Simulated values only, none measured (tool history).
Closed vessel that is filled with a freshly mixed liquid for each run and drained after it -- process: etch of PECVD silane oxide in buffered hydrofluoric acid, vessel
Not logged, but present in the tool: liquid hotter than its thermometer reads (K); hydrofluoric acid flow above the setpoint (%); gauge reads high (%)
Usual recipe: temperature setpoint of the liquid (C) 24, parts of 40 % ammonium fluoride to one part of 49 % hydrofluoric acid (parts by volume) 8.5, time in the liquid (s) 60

| run | hour | temperature setpoint of the liquid (C) | parts of 40 % ammonium fluoride to one part of 49 % hydrofluoric acid (parts by volume) | time in the liquid (s) | wafers since the last listed run | hours since the thermometer was replaced | hours since the hydrofluoric acid flow meter was replaced | hours since the gauge calibration | read-back film thickness of the PECVD silane oxide reference wafer, read on the same gauge (nm) | thickness taken off the PECVD silane oxide on a monitor wafer (Å) |
|---|---|---|---|---|---|---|---|---|---|---|
| 1 | 0 | 24 | 9.5 | 60 | 0 | 1058 | 553.3 | 548.7 | 119.99 | 2943.8 |
| 2 | 13.3 | 24 | 10 | 60 | 1093 | 1071.3 | 566.6 | 562 | 120.01 | 2832.8 |
| 3 | 24.1 | 20 | 8.5 | 60 | 888 | 1082.1 | 577.4 | 572.8 | 120 | 2586.4 |
| 4 | 38.9 | 20 | 8.5 | 60 | 1217 | 1096.9 | 592.2 | 587.6 | 120 | 2608.8 |
|  | 43.8 | gauge calibrated |
| 5 | 52.9 | 23 | 8.5 | 60 | 1151 | 1110.9 | 606.2 | 9.1 | 120.01 | 3080.3 |
| 6 | 59.3 | 23 | 8.5 | 60 | 526 | 1117.3 | 612.6 | 15.5 | 119.98 | 3079.6 |
| 7 | 68.8 | 24 | 8.5 | 80 | 781 | 1126.8 | 622.1 | 25 | 119.98 | 4342 |
| 8 | 79.5 | 24 | 8.5 | 60 | 880 | 1137.5 | 632.8 | 35.7 | 119.98 | 3264.7 |
| 9 | 89 | 24 | 8.5 | 60 | 781 | 1147 | 642.3 | 45.2 | 120.01 | 3246.6 |
| 10 | 99.8 | 24 | 8.5 | 60 | 888 | 1157.8 | 653.1 | 56 | 120.04 | 3257.8 |
| 11 | 116.8 | 24 | 8.5 | 60 | 1398 | 1174.8 | 670.1 | 73 | 120 | 3253.2 |
| 12 | 133.1 | 24 | 7.5 | 80 | 1340 | 1191.1 | 686.4 | 89.3 | 119.98 | 4952.3 |
|  | 144.7 | hydrofluoric acid flow meter replaced |
| 13 | 148.6 | 24 | 8.5 | 60 | 1192 | 1206.6 | 3.9 | 104.8 | 119.99 | 3279 |
| 14 | 155.6 | 19.5 | 6 | 40 | 575 | 1213.6 | 10.9 | 111.8 | 120.05 | 2390 |
| 15 | 170.2 | 24 | 8.5 | 60 | 1200 | 1228.2 | 25.5 | 126.4 | 119.96 | 3258.6 |
| 16 | 177.7 | 24 | 8.5 | 40 | 616 | 1235.7 | 33 | 133.9 | 120.04 | 2177.5 |
|  | 179.7 | thermometer replaced |
| 17 | 192.9 | 28 | 8.5 | 60 | 1167 | 13.2 | 48.2 | 149.1 | 119.96 | 3777.5 |
| 18 | 208.4 | 20 | 5.5 | 90 | 1274 | 28.7 | 63.7 | 164.6 | 119.98 | 5581.8 |
| 19 | 225.2 | 20.5 | 10 | 75 | 1381 | 45.5 | 80.5 | 181.4 | 119.97 | 2801.3 |
| 20 | 238.2 | 21 | 6.5 | 60 | 1069 | 58.5 | 93.5 | 194.4 | 120.04 | 3411.4 |
| 21 | 253.5 | 24 | 8.5 | 60 | 1258 | 73.8 | 108.8 | 209.7 | 120.03 | 3078 |
| 22 | 269.1 | 24 | 5.5 | 60 | 1283 | 89.4 | 124.4 | 225.3 | 120.04 | 4665.4 |
| 23 | 278.4 | 24 | 9.5 | 85 | 764 | 98.7 | 133.7 | 234.6 | 119.98 | 3952.2 |
| 24 | 290.7 | 24 | 8.5 | 60 | 1011 | 111 | 146 | 246.9 | 120.01 | 3075.7 |
| 25 | 302.1 | 24 | 10.5 | 60 | 937 | 122.4 | 157.4 | 258.3 | 120 | 2585.2 |
| 26 | 316.2 | 21.5 | 7.5 | 50 | 1159 | 136.5 | 171.5 | 272.4 | 120.01 | 2560 |
| 27 | 325.7 | 19.5 | 8.5 | 60 | 781 | 146 | 181 | 281.9 | 120 | 2404.9 |
| 28 | 349.1 | 24 | 8.5 | 90 | 1924 | 169.4 | 204.4 | 305.3 | 120.01 | 4625.3 |
| 29 | 367 | 25.5 | 9.5 | 60 | 1472 | 187.3 | 222.3 | 323.2 | 120 | 3045.9 |
| 30 | 376.1 | 24 | 8.5 | 60 | 748 | 196.4 | 231.4 | 332.3 | 120.01 | 3089.5 |
| 31 | 391.5 | 24 | 8.5 | 60 | 1266 | 211.8 | 246.8 | 347.7 | 120.03 | 3088.9 |
| 32 | 404.5 | 20 | 10.5 | 85 | 1069 | 224.8 | 259.8 | 360.7 | 119.98 | 2947.9 |

How the hidden state differs across the entries between the runs, from the last listed run before each to the first after it:
From run 4 to run 5: gauge calibrated (hour 43.8)
  liquid hotter than its thermometer reads (K): 1.28 -> 1.29
  the result without the hidden state subtracted from the measured one, thickness taken off the PECVD silane oxide on a monitor wafer (Å): +179.5 -> +209.6
From run 12 to run 13: hydrofluoric acid flow meter replaced (hour 144.7)
  liquid hotter than its thermometer reads (K): 1.38 -> 1.4
  the result without the hidden state subtracted from the measured one, thickness taken off the PECVD silane oxide on a monitor wafer (Å): +356.9 -> +239.8
From run 16 to run 17: thermometer replaced (hour 179.7)
  liquid hotter than its thermometer reads (K): 1.43 -> 0.173
  the result without the hidden state subtracted from the measured one, thickness taken off the PECVD silane oxide on a monitor wafer (Å): +162.5 -> +33.9
